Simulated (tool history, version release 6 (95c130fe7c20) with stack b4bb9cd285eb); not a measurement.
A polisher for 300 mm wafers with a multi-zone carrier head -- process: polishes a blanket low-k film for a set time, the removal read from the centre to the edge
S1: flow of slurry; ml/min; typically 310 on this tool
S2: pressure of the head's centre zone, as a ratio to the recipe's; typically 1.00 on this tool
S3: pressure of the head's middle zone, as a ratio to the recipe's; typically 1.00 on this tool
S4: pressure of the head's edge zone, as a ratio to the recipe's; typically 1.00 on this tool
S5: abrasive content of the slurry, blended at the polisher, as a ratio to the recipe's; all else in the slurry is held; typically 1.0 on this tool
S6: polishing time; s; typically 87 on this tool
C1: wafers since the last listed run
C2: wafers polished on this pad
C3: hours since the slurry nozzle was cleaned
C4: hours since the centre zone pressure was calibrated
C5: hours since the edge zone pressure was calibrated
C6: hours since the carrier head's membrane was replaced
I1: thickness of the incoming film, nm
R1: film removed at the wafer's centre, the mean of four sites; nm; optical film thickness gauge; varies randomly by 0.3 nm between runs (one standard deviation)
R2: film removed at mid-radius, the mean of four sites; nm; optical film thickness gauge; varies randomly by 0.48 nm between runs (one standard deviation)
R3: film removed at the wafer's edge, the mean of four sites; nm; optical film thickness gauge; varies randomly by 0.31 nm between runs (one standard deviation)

{"run": 1, "hour": 0.0, "S1": 310, "S2": 1.0, "S3": 1.0, "S4": 1.0, "S5": 1.0, "S6": 87, "C1": 0, "C2": 1281, "C3": 432.7, "C4": 503.6, "C5": 280.7, "C6": 1044.7, "I1": 563.1, "R1": 46.5, "R2": 47.1, "R3": 46.8}
{"hour": 4.7, "done": "worn pad replaced by a new one"}
{"run": 2, "hour": 23.7, "S1": 310, "S2": 1.0, "S3": 1.0, "S4": 1.0, "S5": 1.0, "S6": 87, "C1": 240, "C2": 231, "C3": 456.4, "C4": 527.3, "C5": 304.4, "C6": 1068.4, "I1": 577.9, "R1": 46.7, "R2": 48.0, "R3": 46.6}
{"run": 3, "hour": 49.2, "S1": 310, "S2": 1.08, "S3": 1.0, "S4": 1.0, "S5": 1.0, "S6": 87, "C1": 310, "C2": 542, "C3": 481.9, "C4": 552.8, "C5": 329.9, "C6": 1093.9, "I1": 566.7, "R1": 49.9, "R2": 46.5, "R3": 46.4}
{"run": 4, "hour": 75.7, "S1": 310, "S2": 1.08, "S3": 1.0, "S4": 1.0, "S5": 1.0, "S6": 87, "C1": 322, "C2": 864, "C3": 508.4, "C4": 579.3, "C5": 356.4, "C6": 1120.4, "I1": 574.7, "R1": 50.1, "R2": 46.8, "R3": 46.3}
{"run": 5, "hour": 90.1, "S1": 310, "S2": 1.0, "S3": 0.95, "S4": 1.0, "S5": 1.0, "S6": 87, "C1": 175, "C2": 1040, "C3": 522.8, "C4": 593.7, "C5": 370.8, "C6": 1134.8, "I1": 564.0, "R1": 46.6, "R2": 45.1, "R3": 46.6}
{"hour": 99.8, "done": "worn pad replaced by a new one"}
{"run": 6, "hour": 121.0, "S1": 310, "S2": 1.0, "S3": 0.95, "S4": 1.0, "S5": 1.0, "S6": 87, "C1": 327, "C2": 258, "C3": 553.7, "C4": 624.6, "C5": 401.7, "C6": 1165.7, "I1": 575.3, "R1": 45.7, "R2": 45.3, "R3": 46.0}
{"run": 7, "hour": 153.5, "S1": 310, "S2": 1.0, "S3": 0.95, "S4": 1.0, "S5": 1.0, "S6": 87, "C1": 396, "C2": 654, "C3": 586.2, "C4": 657.1, "C5": 434.2, "C6": 1198.2, "I1": 563.6, "R1": 45.3, "R2": 45.0, "R3": 46.0}
{"hour": 161.0, "done": "edge zone pressure recalibrated"}
{"run": 8, "hour": 187.8, "S1": 310, "S2": 1.0, "S3": 0.94, "S4": 1.0, "S5": 1.0, "S6": 79, "C1": 393, "C2": 1047, "C3": 620.5, "C4": 691.4, "C5": 26.8, "C6": 1232.5, "I1": 576.3, "R1": 41.6, "R2": 39.9, "R3": 41.5}
{"hour": 192.7, "done": "slurry nozzle cleaned"}
{"hour": 214.4, "done": "worn pad replaced by a new one"}
{"run": 9, "hour": 223.2, "S1": 310, "S2": 1.0, "S3": 1.0, "S4": 1.0, "S5": 1.0, "S6": 87, "C1": 370, "C2": 106, "C3": 30.5, "C4": 726.8, "C5": 62.2, "C6": 1267.9, "I1": 575.2, "R1": 47.7, "R2": 48.5, "R3": 46.9}
{"hour": 229.2, "done": "centre zone pressure recalibrated"}
{"run": 10, "hour": 241.7, "S1": 310, "S2": 1.0, "S3": 1.0, "S4": 1.0, "S5": 1.0, "S6": 87, "C1": 201, "C2": 307, "C3": 49.0, "C4": 12.5, "C5": 80.7, "C6": 1286.4, "I1": 574.4, "R1": 47.8, "R2": 48.0, "R3": 47.2}
{"run": 11, "hour": 261.2, "S1": 240, "S2": 1.0, "S3": 1.05, "S4": 0.89, "S5": 1.0, "S6": 70, "C1": 237, "C2": 545, "C3": 68.5, "C4": 32.0, "C5": 100.2, "C6": 1305.9, "I1": 573.4, "R1": 37.5, "R2": 39.5, "R3": 36.0}
{"run": 12, "hour": 283.6, "S1": 310, "S2": 1.0, "S3": 1.0, "S4": 1.09, "S5": 1.0, "S6": 63, "C1": 272, "C2": 818, "C3": 90.9, "C4": 54.4, "C5": 122.6, "C6": 1328.3, "I1": 576.6, "R1": 34.5, "R2": 34.4, "R3": 35.4}
{"run": 13, "hour": 306.2, "S1": 310, "S2": 1.0, "S3": 1.08, "S4": 1.0, "S5": 1.0, "S6": 96, "C1": 275, "C2": 1093, "C3": 113.5, "C4": 77.0, "C5": 145.2, "C6": 1350.9, "I1": 565.9, "R1": 52.3, "R2": 55.8, "R3": 51.9}
{"hour": 317.2, "done": "worn pad replaced by a new one"}
{"run": 14, "hour": 323.6, "S1": 310, "S2": 0.93, "S3": 1.08, "S4": 1.0, "S5": 1.0, "S6": 87, "C1": 163, "C2": 77, "C3": 130.9, "C4": 94.4, "C5": 162.6, "C6": 1368.3, "I1": 563.8, "R1": 44.1, "R2": 49.9, "R3": 46.9}
{"run": 15, "hour": 344.4, "S1": 270, "S2": 1.0, "S3": 0.92, "S4": 1.0, "S5": 1.0, "S6": 87, "C1": 253, "C2": 331, "C3": 151.7, "C4": 115.2, "C5": 183.4, "C6": 1389.1, "I1": 568.7, "R1": 47.6, "R2": 46.1, "R3": 46.8}
{"run": 16, "hour": 363.9, "S1": 310, "S2": 1.0, "S3": 0.94, "S4": 1.0, "S5": 1.0, "S6": 79, "C1": 237, "C2": 568, "C3": 171.2, "C4": 134.7, "C5": 202.9, "C6": 1408.6, "I1": 568.6, "R1": 43.1, "R2": 42.3, "R3": 42.7}
{"run": 17, "hour": 388.3, "S1": 310, "S2": 1.0, "S3": 1.0, "S4": 1.0, "S5": 1.1, "S6": 114, "C1": 297, "C2": 866, "C3": 195.6, "C4": 159.1, "C5": 227.3, "C6": 1433.0, "I1": 564.6, "R1": 64.1, "R2": 66.4, "R3": 64.0}
{"hour": 401.7, "done": "carrier head's membrane replaced by a new one"}
{"run": 18, "hour": 414.3, "S1": 310, "S2": 1.0, "S3": 1.0, "S4": 1.0, "S5": 1.0, "S6": 87, "C1": 255, "C2": 1122, "C3": 221.6, "C4": 185.1, "C5": 253.3, "C6": 12.6, "I1": 559.0, "R1": 47.1, "R2": 47.2, "R3": 47.1}
{"hour": 424.2, "done": "worn pad replaced by a new one"}
{"run": 19, "hour": 439.0, "S1": 310, "S2": 1.0, "S3": 1.0, "S4": 1.0, "S5": 1.0, "S6": 69, "C1": 252, "C2": 180, "C3": 246.3, "C4": 209.8, "C5": 278.0, "C6": 37.3, "I1": 574.6, "R1": 37.7, "R2": 38.0, "R3": 37.6}

Estimate the outcome of run 20 from the log above:
{"run": 20, "hour": 517.9, "S1": 310, "S2": 1.0, "S3": 0.89, "S4": 1.0, "S5": 1.0, "S6": 87, "C1": 961, "C2": 1141, "C3": 325.2, "C4": 288.7, "C5": 356.9, "C6": 116.2, "I1": 569.2, "R1": "?", "R2": "?", "R3": "?"}

{"run 20": {"R1": 47.3, "R2": 44.8, "R3": 46.8}}
Without the tool's hidden state the same run would have given R1 47.8 nm, R2 45.2 nm, R3 47.2 nm.
